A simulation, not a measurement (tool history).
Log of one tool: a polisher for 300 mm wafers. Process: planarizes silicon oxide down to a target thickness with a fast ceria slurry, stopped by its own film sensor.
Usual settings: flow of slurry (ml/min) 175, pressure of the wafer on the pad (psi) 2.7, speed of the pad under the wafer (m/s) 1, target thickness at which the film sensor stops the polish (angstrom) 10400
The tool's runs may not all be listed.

run    hour  flow of slurry (ml/min)  pressure of the wafer on the pad (psi)  speed of the pad under the wafer (m/s)  target thickness at which the film sensor stops the polish (angstrom)  wafers since the last listed run  wafers polished on this pad  hours since the slurry nozzle was cleaned  hours since the head pressure was calibrated  incoming thickness of the incoming film, nm  time until the film sensor stopped the polish (s)
  1       0                      175                                     2.7                                       1                                                                  10400                                 0                         1503                                        759                                         369.5                                       2116.8                                               91.4
  2    77.6                      175                                     2.7                                       1                                                                  10400                               940                         2444                                      836.6                                         447.1                                       2104.4                                               93.4
       96.8  -- slurry nozzle cleaned
  3   130.1                      175                                     2.7                                       1                                                                  10400                               624                         3068                                       33.3                                         499.6                                       2134.9                                               93.2
      206.2  -- head pressure recalibrated
  4   206.7                      175                                     2.7                                    0.76                                                                  10400                               903                         3972                                      109.9                                           0.5                                       2124.6                                              123.1
  5   282.9                      175                                     2.7                                    0.76                                                                  10400                               923                         4895                                      186.1                                          76.7                                       2099.5                                              119.7
      362.9  -- worn pad replaced by a new one
  6   383.4                      175                                     2.7                                    0.76                                                                  10400                              1169                          248                                      286.6                                         177.2                                       2120.6                                                108
  7   465.3                      175                                     2.7                                       1                                                                  10400                               992                         1241                                      368.5                                         259.1                                       2097.2                                               87.5
  8   557.8                      175                                     2.7                                       1                                                                  10400                              1120                         2362                                        461                                         351.6                                       2127.4                                               95.7
  9   597.2                      175                                     2.7                                       1                                                                  12820                               477                         2839                                      500.4                                           391                                       2119.4                                               75.2
 10   654.5                      175                                     2.7                                       1                                                                  11910                               694                         3533                                      557.7                                         448.3                                       2097.2                                               81.2
      678.9  -- head pressure recalibrated
 11   752.2                      175                                     2.7                                       1                                                                  11910                              1159                         4693                                      655.4                                          73.3                                       2160.7                                               88.6
      789.2  -- worn pad replaced by a new one, of another model than before
      861.8  -- slurry nozzle cleaned
 12  1074.7                      130                                     2.7                                       1                                                                  10400                              3847                         3446                                      212.9                                         395.8                                       2156.6                                              100.8
 13  1141.6                      130                                     2.7                                       1                                                                  10400                               810                         4257                                      279.8                                         462.7                                       2142.3                                              101.3
     1224.1  -- worn pad replaced by a new one
     1224.4  -- head pressure recalibrated
 14  1245.8                      120                                     3.2                                    1.26                                                                  12370                              1209                          259                                        384                                          21.4                                       2075.1                                               54.3
 15  1329.8                      220                                     3.5                                    0.74                                                                  11830                              1017                         1276                                        468                                         105.4                                       2119.7                                               79.9
 16    1378                      125                                     2.4                                    0.84                                                                  13440                               584                         1860                                      516.2                                         153.6                                       2104.8                                               76.1
 17  1427.1                      175                                     3.1                                       1                                                                  12930                               594                         2455                                      565.3                                         202.7                                         2143                                               66.2
 18  1501.8                      130                                     2.7                                    0.88                                                                   8310                               905                         3361                                        640                                         277.4                                       2142.6                                              122.1
 19    1584                      175                                     3.6                                       1                                                                  13830                               996                         4357                                      722.2                                         359.6                                       2126.4                                                 55
     1618.5  -- slurry nozzle cleaned
       1628  -- worn pad replaced by a new one
 20  1667.6                      200                                     3.1                                       1                                                                  10400                               952                          479                                       49.1                                         443.2                                       2121.2                                                 77
     1700.5  -- head pressure recalibrated
 21  1770.3                      215                                     3.6                                    1.18                                                                  10400                              1220                         1700                                      151.8                                          69.8                                       2112.9                                                 71
 22  1869.3                      175                                     3.3                                    0.76                                                                   6780                              1199                         2899                                      250.8                                         168.8                                       2121.7                                              130.7
 23  1915.1                      175                                     2.7                                       1                                                                  10400                               554                         3454                                      296.6                                         214.6                                       2079.1                                               87.1
 24  2004.9                      175                                     2.7                                       1                                                                  10400                              1088                         4542                                      386.4                                         304.4                                       2105.6                                               93.4
 25  2071.9                      205                                     2.7                                       1                                                                  10400                               811                         5354                                      453.4                                         371.4                                       2103.2                                               94.7
     2117.8  -- worn pad replaced by a new one
 26  2131.9                      175                                     2.7                                       1                                                                  10400                               678                          170                                      513.4                                         431.4                                       2130.3                                               85.8

What if the next run were any one of these 5? Each begins from the tool's condition after run 26:
  A  2132.3                      175                                     2.7                                       1                                                                  10400                                 4                          175                                      513.8                                         431.8                                       2106.1                                                  ?
  B  2132.3                      175                                     2.7                                    1.18                                                                  11520                                 4                          175                                      513.8                                         431.8                                       2106.1                                                  ?
  C  2132.3                      175                                     2.7                                       1                                                                  12900                                 4                          175                                      513.8                                         431.8                                       2106.1                                                  ?
  D  2132.3                      175                                     3.4                                       1                                                                  11720                                 4                          175                                      513.8                                         431.8                                       2106.1                                                  ?
  E  2132.3                      175                                     2.7                                     1.1                                                                   6800                                 4                          175                                      513.8                                         431.8                                       2106.1                                                  ?

run  time until the film sensor stopped the polish (s)
  A                                               86.7
  B                                               70.1
  C                                               66.4
  D                                               66.3
  E                                              109.5
Had the tool no hidden state, the same runs would have come out as:
run  time until the film sensor stopped the polish (s)
  A                                               84.8
  B                                               68.5
  C                                               64.9
  D                                               64.8
  E                                                107

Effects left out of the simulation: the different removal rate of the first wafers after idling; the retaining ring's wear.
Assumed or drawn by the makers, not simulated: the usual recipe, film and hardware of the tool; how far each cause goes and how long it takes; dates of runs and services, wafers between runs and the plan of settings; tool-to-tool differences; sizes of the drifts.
